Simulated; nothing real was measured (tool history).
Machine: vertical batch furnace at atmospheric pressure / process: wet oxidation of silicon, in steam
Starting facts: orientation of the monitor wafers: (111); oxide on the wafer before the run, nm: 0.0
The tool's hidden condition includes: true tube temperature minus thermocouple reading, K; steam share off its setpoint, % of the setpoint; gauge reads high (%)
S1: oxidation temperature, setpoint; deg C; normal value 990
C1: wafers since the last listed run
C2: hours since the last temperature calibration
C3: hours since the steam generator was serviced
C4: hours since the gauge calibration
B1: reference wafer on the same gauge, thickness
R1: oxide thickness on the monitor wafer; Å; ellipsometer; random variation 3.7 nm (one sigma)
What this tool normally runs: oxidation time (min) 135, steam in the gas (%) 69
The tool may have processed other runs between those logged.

Run 1, hour 0: usual settings; C1 0; C2 1210.8; C3 3049.1; C4 696.8; B1 615.98. Result: R1 6486.3 Å.
Run 2, hour 31.4: usual settings but S1 980 deg C; C1 214; C2 1242.2; C3 3080.5; C4 728.2; B1 616.17. Result: R1 6202.9 Å.
Run 3, hour 61.4: usual settings but S1 980 deg C; C1 204; C2 1272.2; C3 3110.5; C4 758.2; B1 616.68. Result: R1 6052 Å.
Run 4, hour 89.2: usual settings but S1 980 deg C; C1 189; C2 1300; C3 3138.3; C4 786; B1 616.89. Result: R1 6117.2 Å.
Run 5, hour 113.8: usual settings; C1 167; C2 1324.6; C3 3162.9; C4 810.6; B1 616.85. Result: R1 6455.8 Å.
Run 6, hour 149.7: usual settings but steam in the gas (%) 78; C1 244; C2 1360.5; C3 3198.8; C4 846.5; B1 616.42. Result: R1 6923.1 Å.
Run 7, hour 189: usual settings but steam in the gas (%) 78; C1 267; C2 1399.8; C3 3238.1; C4 885.8; B1 617.82. Result: R1 6935.6 Å.
Run 8, hour 221.9: usual settings but steam in the gas (%) 78; C1 224; C2 1432.7; C3 3271; C4 918.7; B1 615.03. Result: R1 6963.9 Å.
Run 9, hour 237.6: usual settings; C1 107; C2 1448.4; C3 3286.7; C4 934.4; B1 617.29. Result: R1 6389.1 Å.
Run 10, hour 254: usual settings; C1 111; C2 1464.8; C3 3303.1; C4 950.8; B1 617.14. Result: R1 6446.8 Å.
Run 11, hour 278.7: usual settings but oxidation time (min) 158; C1 168; C2 1489.5; C3 3327.8; C4 975.5; B1 617.01. Result: R1 7061 Å.
Run 12, hour 292.4: usual settings; C1 93; C2 1503.2; C3 3341.5; C4 989.2; B1 617.55. Result: R1 6452.7 Å.
Run 13, hour 310.2: usual settings; C1 121; C2 1521; C3 3359.3; C4 1007; B1 616.43. Result: R1 6491.8 Å.
Run 14, hour 410: usual settings; C1 680; C2 1620.8; C3 3459.1; C4 1106.8; B1 618.5. Result: R1 6436.9 Å.
Run 15, hour 437.3: usual settings but S1 982 deg C, oxidation time (min) 175; C1 186; C2 1648.1; C3 3486.4; C4 1134.1; B1 615.93. Result: R1 7272.4 Å.
Run 16, hour 465.7: usual settings but S1 982 deg C, oxidation time (min) 175; C1 193; C2 1676.5; C3 3514.8; C4 1162.5; B1 616.42. Result: R1 7152.2 Å.
Run 17, hour 483.6: usual settings but S1 1002 deg C, oxidation time (min) 98, steam in the gas (%) 66; C1 122; C2 1694.4; C3 3532.7; C4 1180.4; B1 617.87. Result: R1 5564.9 Å.
Run 18, hour 503.6: usual settings but S1 974 deg C, oxidation time (min) 189.5, steam in the gas (%) 58; C1 136; C2 1714.4; C3 3552.7; C4 1200.4; B1 616.65. Result: R1 6572.9 Å.
Run 19, hour 523.1: usual settings but S1 966 deg C, oxidation time (min) 171.5, steam in the gas (%) 75; C1 132; C2 1733.9; C3 3572.2; C4 1219.9; B1 616.62. Result: R1 6864.4 Å.
At hour 547.2: gauge calibrated.
At hour 553.3: steam generator serviced.
Run 20, hour 553.8: usual settings but S1 1008 deg C, steam in the gas (%) 63; C1 45; C2 1764.6; C3 0.5; C4 6.6; B1 617.11. Result: R1 6722 Å.
Run 21, hour 567.6: usual settings but S1 1007 deg C, oxidation time (min) 110.5, steam in the gas (%) 60; C1 94; C2 1778.4; C3 14.3; C4 20.4; B1 617.8. Result: R1 5817.8 Å.
At hour 612: thermocouples replaced and temperature profile calibrated.
Run 22, hour 612.5: usual settings; C1 142; C2 0.5; C3 59.2; C4 65.3; B1 618.06. Result: R1 6487.2 Å.
Run 23, hour 619.4: usual settings but S1 968 deg C, oxidation time (min) 72.5; C1 47; C2 7.4; C3 66.1; C4 72.2; B1 617. Result: R1 3799 Å.
Run 24, hour 626.3: usual settings but oxidation time (min) 96, steam in the gas (%) 59; C1 47; C2 14.3; C3 73; C4 79.1; B1 617.3. Result: R1 4766 Å.
Run 25, hour 638.9: usual settings but S1 1007 deg C, oxidation time (min) 110.5, steam in the gas (%) 60; C1 85; C2 26.9; C3 85.6; C4 91.7; B1 617.26. Result: R1 5776.1 Å.
Run 26, hour 651.1: usual settings but S1 984 deg C, steam in the gas (%) 81; C1 83; C2 39.1; C3 97.8; C4 103.9; B1 616.79. Result: R1 6941.5 Å.
Run 27, hour 668.2: usual settings but S1 1004 deg C, oxidation time (min) 91; C1 116; C2 56.2; C3 114.9; C4 121; B1 617.18. Result: R1 5532.4 Å.
Run 28, hour 680.6: usual settings; C1 84; C2 68.6; C3 127.3; C4 133.4; B1 616.76. Result: R1 6413 Å.
Run 29, hour 713.6: usual settings; C1 225; C2 101.6; C3 160.3; C4 166.4; B1 617.29. Result: R1 6476.7 Å.
Run 30, hour 805.8: usual settings but oxidation time (min) 169, steam in the gas (%) 74; C1 628; C2 193.8; C3 252.5; C4 258.6; B1 617.81. Result: R1 7657.9 Å.
Run 31, hour 834.7: usual settings; C1 197; C2 222.7; C3 281.4; C4 287.5; B1 617.47. Result: R1 6465.7 Å.
Run 32, hour 860.3: usual settings; C1 174; C2 248.3; C3 307; C4 313.1; B1 616.83. Result: R1 6450.6 Å.
Run 33, hour 896.2: usual settings but S1 967 deg C, oxidation time (min) 176.5, steam in the gas (%) 64; C1 244; C2 284.2; C3 342.9; C4 349; B1 617.32. Result: R1 6393.5 Å.
Run 34, hour 930: usual settings but S1 968 deg C; C1 230; C2 318; C3 376.7; C4 382.8; B1 615.03. Result: R1 5707.4 Å.
Run 35, hour 949: usual settings but S1 1004 deg C, oxidation time (min) 91; C1 129; C2 337; C3 395.7; C4 401.8; B1 616.94. Result: R1 5483.4 Å.
Run 36, hour 982.1: usual settings but oxidation time (min) 118, steam in the gas (%) 59; C1 225; C2 370.1; C3 428.8; C4 434.9; B1 616.68. Result: R1 5469.3 Å.
Run 37, hour 1007.5: usual settings but oxidation time (min) 77; C1 173; C2 395.5; C3 454.2; C4 460.3; B1 617.43. Result: R1 4599.9 Å.
Run 38, hour 1043.6: usual settings but S1 1013 deg C, steam in the gas (%) 61; C1 246; C2 431.6; C3 490.3; C4 496.4; B1 617.19. Result: R1 6796.2 Å.
Run 39, hour 1071.9: usual settings; C1 192; C2 459.9; C3 518.6; C4 524.7; B1 617.28. Result: R1 6519.7 Å.

Across each entry between runs, compare the hidden state at the last listed run before it with the hidden state at the first listed run after it:
Between runs 19 and 20: gauge calibrated (hour 547.2); steam generator serviced (hour 553.3)
  no hidden state differs between the two runs
Between runs 21 and 22: thermocouples replaced and temperature profile calibrated (hour 612)
  no hidden state differs between the two runs

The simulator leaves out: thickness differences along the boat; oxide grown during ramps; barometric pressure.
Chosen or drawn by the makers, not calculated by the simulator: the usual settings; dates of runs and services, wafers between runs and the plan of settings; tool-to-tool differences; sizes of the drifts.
